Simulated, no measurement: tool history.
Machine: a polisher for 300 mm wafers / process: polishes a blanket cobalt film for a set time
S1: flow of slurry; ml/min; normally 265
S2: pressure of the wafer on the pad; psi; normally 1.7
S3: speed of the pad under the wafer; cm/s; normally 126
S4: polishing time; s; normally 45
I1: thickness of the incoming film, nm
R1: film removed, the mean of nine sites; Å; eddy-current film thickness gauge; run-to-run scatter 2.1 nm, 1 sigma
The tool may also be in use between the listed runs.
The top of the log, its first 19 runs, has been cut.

Run 20, day 61.017: usual settings; I1 1335.9. Result: R1 2485 Å.
Run 21, day 63.658: usual settings but S1 175 ml/min, S2 2.1 psi, S3 86 cm/s, S4 50 s; I1 1354.5. Result: R1 2268 Å.
Run 22, day 65.433: usual settings but S3 114 cm/s; I1 1356.7. Result: R1 2281 Å.
Run 23, day 69.738: usual settings; I1 1344.7. Result: R1 2456 Å.
Run 24, day 72.800: usual settings but S1 325 ml/min, S3 138 cm/s, S4 57 s; I1 1321.3. Result: R1 3445 Å.
At day 74.017: slurry nozzle cleaned.
Run 25, day 75.567: usual settings; I1 1330.7. Result: R1 2515 Å.
Run 26, day 79.604: usual settings but S2 1.9 psi, S3 156 cm/s, S4 58 s; I1 1338.1. Result: R1 4554 Å.
At day 80.883: worn pad replaced by a new one.
Run 27, day 82.904: usual settings but S1 305 ml/min, S3 106 cm/s; I1 1339.2. Result: R1 2152 Å.
Run 28, day 84.679: usual settings but S1 320 ml/min, S4 35 s; I1 1324.1. Result: R1 1997 Å.
At day 86.238: head pressure recalibrated.
Run 29, day 95.221: usual settings but S3 140 cm/s; I1 1341.8. Result: R1 2726 Å.
Run 30, day 99.012: usual settings but S1 225 ml/min, S2 1.9 psi; I1 1366.0. Result: R1 2714 Å.
Run 31, day 101.992: usual settings but S2 2.3 psi; I1 1336.9. Result: R1 3300 Å.
At day 103.562: slurry nozzle cleaned.
Run 32, day 103.833: usual settings but S1 340 ml/min; I1 1322.1. Result: R1 2538 Å.
Run 33, day 107.562: usual settings but S2 1.5 psi, S4 36 s; I1 1324.0. Result: R1 1781 Å.
At day 110.167: worn pad replaced by a new one.
Run 34, day 113.254: usual settings but S1 320 ml/min, S4 55 s; I1 1334.6. Result: R1 3127 Å.
At day 115.812: head pressure recalibrated.
Run 35, day 116.946: usual settings but S3 138 cm/s; I1 1327.4. Result: R1 2738 Å.
Run 36, day 120.979: usual settings but S1 205 ml/min, S2 2.1 psi, S3 146 cm/s, S4 53 s; I1 1333.4. Result: R1 4076 Å.
Run 37, day 123.825: usual settings but S2 2.0 psi, S3 90 cm/s, S4 57 s; I1 1342.7. Result: R1 2624 Å.

Each row is a separate what-if for the run after 37, all from the same tool condition, not one after another. Results?
Run A, day 123.842: usual settings; I1 1351.1. Result: R1 ?.
Run B, day 123.842: usual settings but S2 1.9 psi, S4 60 s; I1 1351.1. Result: R1 ?.
Run C, day 123.842: usual settings but S3 110 cm/s, S4 60 s; I1 1351.1. Result: R1 ?.
Run D, day 123.842: usual settings but S1 225 ml/min, S2 1.5 psi, S3 102 cm/s, S4 57 s; I1 1351.1. Result: R1 ?.

run    R1
  A  2476
  B  3690
  C  2882
  D  2209
Stripped of hidden state, with their random variation kept, the same runs would have yielded:
run    R1
  A  2555
  B  3807
  C  2974
  D  2286
